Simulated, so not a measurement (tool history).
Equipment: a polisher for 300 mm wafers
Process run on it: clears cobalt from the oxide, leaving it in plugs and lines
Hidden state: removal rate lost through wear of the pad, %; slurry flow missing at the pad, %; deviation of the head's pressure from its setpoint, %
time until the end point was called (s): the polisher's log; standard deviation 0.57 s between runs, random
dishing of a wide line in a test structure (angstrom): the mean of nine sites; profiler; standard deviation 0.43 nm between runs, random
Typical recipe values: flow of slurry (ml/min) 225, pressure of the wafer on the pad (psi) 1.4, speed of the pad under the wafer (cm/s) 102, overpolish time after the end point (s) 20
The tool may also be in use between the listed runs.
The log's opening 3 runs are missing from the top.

run,hour,flow of slurry (ml/min),pressure of the wafer on the pad (psi),speed of the pad under the wafer (cm/s),overpolish time after the end point (s),wafers since the last listed run,wafers polished on this pad,hours since the slurry nozzle was cleaned,hours since the head pressure was calibrated,"incoming thickness of the incoming film, nm",time until the end point was called (s),dishing of a wide line in a test structure (angstrom)
4,203,225,1.6,102,20,713,1305,339.6,866.3,242.4,61.7,441
# hour 239.2: slurry nozzle cleaned
5,305.4,225,1.4,102,20,875,2181,66.2,968.7,236.1,68.4,416
6,379.3,225,1.4,102,20,638,2819,140.1,1042.6,237.3,70.6,407
# hour 430.7: worn pad replaced by a new one
7,436.7,225,1.4,102,20,461,51,197.5,1100,239.2,68.3,427
# hour 470.4: head pressure recalibrated
8,499,225,1.4,102,20,520,572,259.8,28.6,241.2,68.5,417
9,576.6,225,1.4,102,20,670,1242,337.4,106.2,240.8,68.6,425
10,631.4,225,1.4,102,20,473,1716,392.2,161,240.6,67.7,420
# hour 677.1: slurry nozzle cleaned
11,687.5,225,1.4,102,20,475,2191,10.4,217.1,239.2,69.4,414
12,773,250,1.4,102,20,738,2930,95.9,302.6,244,71.5,416
# hour 804.3: worn pad replaced by a new one
13,837.4,225,1.4,102,20,521,285,160.3,367,242.9,69.8,419
14,892.2,225,1.4,102,20,473,759,215.1,421.8,240.2,67.8,422
15,956.8,225,1.4,102,20,557,1316,279.7,486.4,239.3,68.7,421
16,1035.1,225,1.4,102,20,676,1993,358,564.7,243.4,70.3,415
17,1073.2,225,1,102,24,329,2322,396.1,602.8,241.3,94.4,397

Predict the results of run 18:
# hour 1161.8: slurry nozzle cleaned
18,1175.2,300,1.6,102,20,872,3194,13.4,704.8,239.9,?,?

{"run 18": {"time until the end point was called (s)": 60.7, "dishing of a wide line in a test structure (angstrom)": 440}}
With no hidden state in the tool, this same run would have given time until the end point was called (s) 57.6, dishing of a wide line in a test structure (angstrom) 450.

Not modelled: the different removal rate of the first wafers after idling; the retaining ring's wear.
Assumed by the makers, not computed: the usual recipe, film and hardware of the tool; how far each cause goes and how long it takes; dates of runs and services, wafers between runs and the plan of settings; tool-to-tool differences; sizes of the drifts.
